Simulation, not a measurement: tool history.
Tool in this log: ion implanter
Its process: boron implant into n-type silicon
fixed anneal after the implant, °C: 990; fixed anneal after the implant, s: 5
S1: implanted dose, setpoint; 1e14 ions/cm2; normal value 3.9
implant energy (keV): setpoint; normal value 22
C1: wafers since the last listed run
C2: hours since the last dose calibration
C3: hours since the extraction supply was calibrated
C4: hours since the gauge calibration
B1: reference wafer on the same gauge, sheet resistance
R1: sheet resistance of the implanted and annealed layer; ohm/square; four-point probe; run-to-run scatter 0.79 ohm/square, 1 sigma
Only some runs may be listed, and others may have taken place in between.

run 1 day=0 | S1=3.9 implant_energy_(keV)=17 | C1=0 C2=1969.4 C3=4277.9 C4=470.7 | B1=254.27 | R1=280.88
run 2 day=1.05 | S1=3.9 implant_energy_(keV)=17 | C1=481 C2=1994.6 C3=4303.1 C4=495.9 | B1=253.96 | R1=282.13
run 3 day=2.296 | S1=3.9 implant_energy_(keV)=17 | C1=571 C2=2024.5 C3=4333 C4=525.8 | B1=253.62 | R1=281.88
run 4 day=3.612 | S1=3.9 implant_energy_(keV)=18.5 | C1=604 C2=2056.1 C3=4364.6 C4=557.4 | B1=254.33 | R1=281.25
run 5 day=4.558 | S1=3.9 implant_energy_(keV)=18.5 | C1=434 C2=2078.8 C3=4387.3 C4=580.1 | B1=253.91 | R1=282.3
run 6 day=5.725 | S1=3.9 implant_energy_(keV)=18.5 | C1=535 C2=2106.8 C3=4415.3 C4=608.1 | B1=253.77 | R1=280.47
run 7 day=6.517 | S1=3.51 implant_energy_(keV)=22 | C1=363 C2=2125.8 C3=4434.3 C4=627.1 | B1=253.88 | R1=301.09
run 8 day=9.871 | S1=3.51 implant_energy_(keV)=22 | C1=1539 C2=2206.3 C3=4514.8 C4=707.6 | B1=254.31 | R1=300.99
run 9 day=10.879 | S1=3.51 implant_energy_(keV)=22 | C1=462 C2=2230.5 C3=4539 C4=731.8 | B1=253.8 | R1=301.19
run 10 day=12.288 | S1=3.9 implant_energy_(keV)=22 | C1=646 C2=2264.3 C3=4572.8 C4=765.6 | B1=254.01 | R1=278.54
run 11 day=13.408 | S1=3.9 implant_energy_(keV)=16.5 | C1=514 C2=2291.2 C3=4599.7 C4=792.5 | B1=254.1 | R1=282.07
-- day=14.067 Faraday cup replaced and dose calibrated
run 12 day=14.767 | S1=3.9 implant_energy_(keV)=16.5 | C1=470 C2=16.8 C3=4632.3 C4=825.1 | B1=254.41 | R1=283.49
-- day=14.925 gauge calibrated
run 13 day=15.7 | S1=3.9 implant_energy_(keV)=22 | C1=428 C2=39.2 C3=4654.7 C4=18.6 | B1=254.32 | R1=278.45
run 14 day=16.688 | S1=3.9 implant_energy_(keV)=22 | C1=453 C2=62.9 C3=4678.4 C4=42.3 | B1=253.92 | R1=278.65
run 15 day=17.542 | S1=3.9 implant_energy_(keV)=22 | C1=392 C2=83.4 C3=4698.9 C4=62.8 | B1=253.53 | R1=278.57
run 16 day=18.217 | S1=3.9 implant_energy_(keV)=28 | C1=309 C2=99.6 C3=4715.1 C4=79 | B1=254.03 | R1=272.7
run 17 day=19.046 | S1=3.45 implant_energy_(keV)=19.5 | C1=380 C2=119.5 C3=4735 C4=98.9 | B1=253.82 | R1=307.24
run 18 day=19.867 | S1=2.87 implant_energy_(keV)=19 | C1=376 C2=139.2 C3=4754.7 C4=118.6 | B1=253.99 | R1=355.27
run 19 day=21.333 | S1=3.9 implant_energy_(keV)=22 | C1=673 C2=174.4 C3=4789.9 C4=153.8 | B1=254.07 | R1=278.84
run 20 day=22.608 | S1=2.87 implant_energy_(keV)=22 | C1=585 C2=205 C3=4820.5 C4=184.4 | B1=254.07 | R1=351.89
-- day=24.275 extraction supply calibrated
run 21 day=24.296 | S1=3.9 implant_energy_(keV)=28.5 | C1=621 C2=245.5 C3=0.5 C4=224.9 | B1=254.12 | R1=272.27
run 22 day=25.183 | S1=2.85 implant_energy_(keV)=22 | C1=407 C2=266.8 C3=21.8 C4=246.2 | B1=253.78 | R1=354.13
run 23 day=26.538 | S1=3.31 implant_energy_(keV)=22 | C1=621 C2=299.3 C3=54.3 C4=278.7 | B1=253.91 | R1=316.7
run 24 day=27.875 | S1=3.9 implant_energy_(keV)=22 | C1=613 C2=331.4 C3=86.4 C4=310.8 | B1=253.98 | R1=278.42
run 25 day=28.925 | S1=4.67 implant_energy_(keV)=17 | C1=481 C2=356.6 C3=111.6 C4=336 | B1=253.95 | R1=245.29
run 26 day=29.921 | S1=3.33 implant_energy_(keV)=22 | C1=457 C2=380.5 C3=135.5 C4=359.9 | B1=253.92 | R1=314.69
run 27 day=30.475 | S1=3.9 implant_energy_(keV)=14.5 | C1=254 C2=393.8 C3=148.8 C4=373.2 | B1=254.24 | R1=285.38
run 28 day=31.917 | S1=3.9 implant_energy_(keV)=22 | C1=661 C2=428.4 C3=183.4 C4=407.8 | B1=253.85 | R1=277.68
run 29 day=32.671 | S1=3.51 implant_energy_(keV)=15.5 | C1=346 C2=446.5 C3=201.5 C4=425.9 | B1=254.42 | R1=308.52
run 30 day=33.767 | S1=3.9 implant_energy_(keV)=22 | C1=502 C2=472.8 C3=227.8 C4=452.2 | B1=253.9 | R1=278.02
run 31 day=35.175 | S1=3.9 implant_energy_(keV)=25.5 | C1=646 C2=506.6 C3=261.6 C4=486 | B1=253.78 | R1=275.61

For each entry between runs, how does the tool's hidden state at the last listed run before it compare with that at the first listed run after it?
After run 11, before run 12: Faraday cup replaced and dose calibrated (day 14.067)
  both runs share identical hidden conditions
After run 12, before run 13: gauge calibrated (day 14.925)
  both runs share identical hidden conditions
After run 20, before run 21: extraction supply calibrated (day 24.275)
  both runs share identical hidden conditions
